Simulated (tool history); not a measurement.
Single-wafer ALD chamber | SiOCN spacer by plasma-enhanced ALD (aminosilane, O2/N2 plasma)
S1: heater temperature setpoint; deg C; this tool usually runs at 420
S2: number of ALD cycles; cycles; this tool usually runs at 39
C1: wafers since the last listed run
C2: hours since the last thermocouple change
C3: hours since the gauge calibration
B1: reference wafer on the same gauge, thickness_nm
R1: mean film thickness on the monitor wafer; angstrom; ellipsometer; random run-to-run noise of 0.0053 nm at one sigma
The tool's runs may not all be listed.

run  hour   S1  S2   C1      C2     C3     B1     R1
  1   0.0  420  39    0   978.2   60.3  2.242  21.18
  2   6.4  420  39   39   984.6   66.7  2.240  21.14
  3  19.6  420  39   82   997.8   79.9  2.239  21.14
  4  25.8  420  44   38  1004.0   86.1  2.239  23.83
  5  33.2  420  44   46  1011.4   93.5  2.240  23.85
  6  43.3  420  44   62  1021.5  103.6  2.241  23.87
  7  60.3  425  39  105  1038.5  120.6  2.241  20.98
  8  67.5  420  39   44  1045.7  127.8  2.240  21.19

The next listed run, before its measurement:
  9  74.9  432  41  46  1053.1  135.2   ?   ?

For run 9 the tool returned B1 2.241, R1 21.49 angstrom.
If the tool had no hidden condition, the same run with the same run-to-run variation would have returned R1 21.49 angstrom.
